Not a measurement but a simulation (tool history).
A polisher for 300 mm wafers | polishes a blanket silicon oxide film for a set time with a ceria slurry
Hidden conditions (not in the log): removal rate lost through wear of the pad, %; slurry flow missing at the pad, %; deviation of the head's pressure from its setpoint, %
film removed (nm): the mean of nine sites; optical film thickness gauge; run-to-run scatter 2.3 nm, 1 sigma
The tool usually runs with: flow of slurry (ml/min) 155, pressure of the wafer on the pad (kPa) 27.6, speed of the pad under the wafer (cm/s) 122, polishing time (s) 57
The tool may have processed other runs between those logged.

run   hour  flow of slurry (ml/min)  pressure of the wafer on the pad (kPa)  speed of the pad under the wafer (cm/s)  polishing time (s)  wafers since the last listed run  wafers polished on this pad  hours since the slurry nozzle was cleaned  hours since the head pressure was calibrated  incoming thickness of the incoming film, nm  film removed (nm)
  1    0.0                      155                                    20.7                                      122                  57                                 0                          117                                      346.1                                         978.2                                       1425.4              298.7
  2    7.3                      155                                    20.7                                      122                  57                                57                          175                                      353.4                                         985.5                                       1430.8              293.6
  3   16.3                      155                                    20.7                                      122                  57                                70                          246                                      362.4                                         994.5                                       1444.3              295.2
  4   25.1                      110                                    33.1                                      122                  57                                69                          315                                      371.2                                        1003.3                                       1448.3              419.1
  5   33.5                      110                                    33.1                                      122                  57                                66                          381                                      379.6                                        1011.7                                       1427.8              415.0
  6   42.7                      110                                    33.1                                      122                  57                                72                          454                                      388.8                                        1020.9                                       1424.5              414.6
  7   51.2                      155                                    27.6                                      122                  57                                66                          521                                      397.3                                        1029.4                                       1432.4              369.0
  8   66.5                      155                                    27.6                                      122                  57                               120                          641                                      412.6                                        1044.7                                       1450.4              367.7
  9   83.1                      155                                    27.6                                      122                  57                               130                          772                                      429.2                                        1061.3                                       1427.9              361.7
      87.3  -- head pressure recalibrated
      99.7  -- worn pad replaced by a new one
 10  127.1                      175                                    27.6                                      158                  45                               299                          215                                      473.2                                          39.8                                       1446.7              371.4
 11  141.1                      155                                    27.6                                      122                  57                               110                          325                                      487.2                                          53.8                                       1442.0              373.4
 12  147.4                      155                                    27.6                                      144                  64                                49                          375                                      493.5                                          60.1                                       1426.9              468.4
     149.7  -- slurry nozzle cleaned
 13  156.5                      185                                    27.6                                      162                  45                                63                          439                                        6.8                                          69.2                                       1434.6              404.8
 14  163.9                      130                                    27.6                                      122                  57                                58                          497                                       14.2                                          76.6                                       1436.7              383.2
 15  171.2                      155                                    36.5                                      122                  57                                57                          554                                       21.5                                          83.9                                       1460.6              505.7
 16  184.3                      190                                    22.8                                      122                  57                               103                          657                                       34.6                                          97.0                                       1421.0              330.5
 17  191.0                      110                                    35.9                                      100                  68                                52                          710                                       41.3                                         103.7                                       1454.9              469.9
 18  198.0                      155                                    21.4                                      142                  41                                55                          765                                       48.3                                         110.7                                       1473.3              245.4
     209.9  -- worn pad replaced by a new one
 19  210.3                      130                                    27.6                                      122                  57                                65                            2                                       60.6                                         123.0                                       1407.2              383.2

The tool's hidden state at each run:
deviation of the head's pressure from its setpoint, %: 0 on each run
H1: removal rate lost through wear of the pad, %
H2: slurry flow missing at the pad, %
run     H1    H2
  1  0.456  30.8
  2  0.568  31.3
  3  0.767  31.9
  4   1.03  32.5
  5   1.33  33.1
  6   1.74  33.7
  7   2.17  34.2
  8    3.1  35.3
  9   4.33  36.4
 10  0.466  39.4
 11  0.863  40.3
 12   1.09  40.7
 13   1.49  8.31
 14   1.86  8.81
 15   2.26   9.3
 16   3.11  10.2
 17   3.59  10.6
 18   4.14  11.1
 19  0.388  11.9
